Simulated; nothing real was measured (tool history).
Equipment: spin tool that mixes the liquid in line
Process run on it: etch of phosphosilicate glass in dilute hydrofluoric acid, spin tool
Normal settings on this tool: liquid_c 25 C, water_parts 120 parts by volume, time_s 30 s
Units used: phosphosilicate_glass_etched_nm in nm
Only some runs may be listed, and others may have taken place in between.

run,hour,liquid_c,water_parts,time_s,"read-back film thickness of the phosphosilicate glass reference wafer, read on the same gauge (nm)",phosphosilicate_glass_etched_nm
1,0,25,95,30,139.99,42.69
2,80.5,25,95,30,140,42.72
3,123.8,25,95,30,140.01,42.63
4,230.7,25,120,30,139.99,32.56
# hour 301.4: thermometer replaced
5,322.2,25,120,30,139.98,32.62
6,420.1,25,120,30,139.99,32.44
7,483.9,25,150,30,140,25.07
8,578.8,25,120,30,140.01,32.89
9,630.2,21.5,120,30,139.99,28.31
# hour 689.5: hydrofluoric acid flow meter replaced
10,690,28,95,15,140.01,23.85
# hour 695.6: gauge calibrated
11,786,25,95,30,140,42.64
12,836.2,26.5,90,20,140,32.05
13,873.6,28.5,175,20,139.99,15.89
14,974,25,65,15,140,32.13

Below are 3 alternative next runs, each starting from the tool's condition after run 14. Predict each:
A,974.4,25,120,30,?,?
B,974.4,29,180,45,?,?
C,974.4,27,75,30,?,?

run,"read-back film thickness of the phosphosilicate glass reference wafer, read on the same gauge (nm)",phosphosilicate_glass_etched_nm
A,140.02,32.71
B,140.02,35.25
C,140.02,59.98
With the hidden condition removed and each run's random variation left untouched, the same runs would have given:
run,phosphosilicate_glass_etched_nm
A,32.71
B,35.25
C,59.98

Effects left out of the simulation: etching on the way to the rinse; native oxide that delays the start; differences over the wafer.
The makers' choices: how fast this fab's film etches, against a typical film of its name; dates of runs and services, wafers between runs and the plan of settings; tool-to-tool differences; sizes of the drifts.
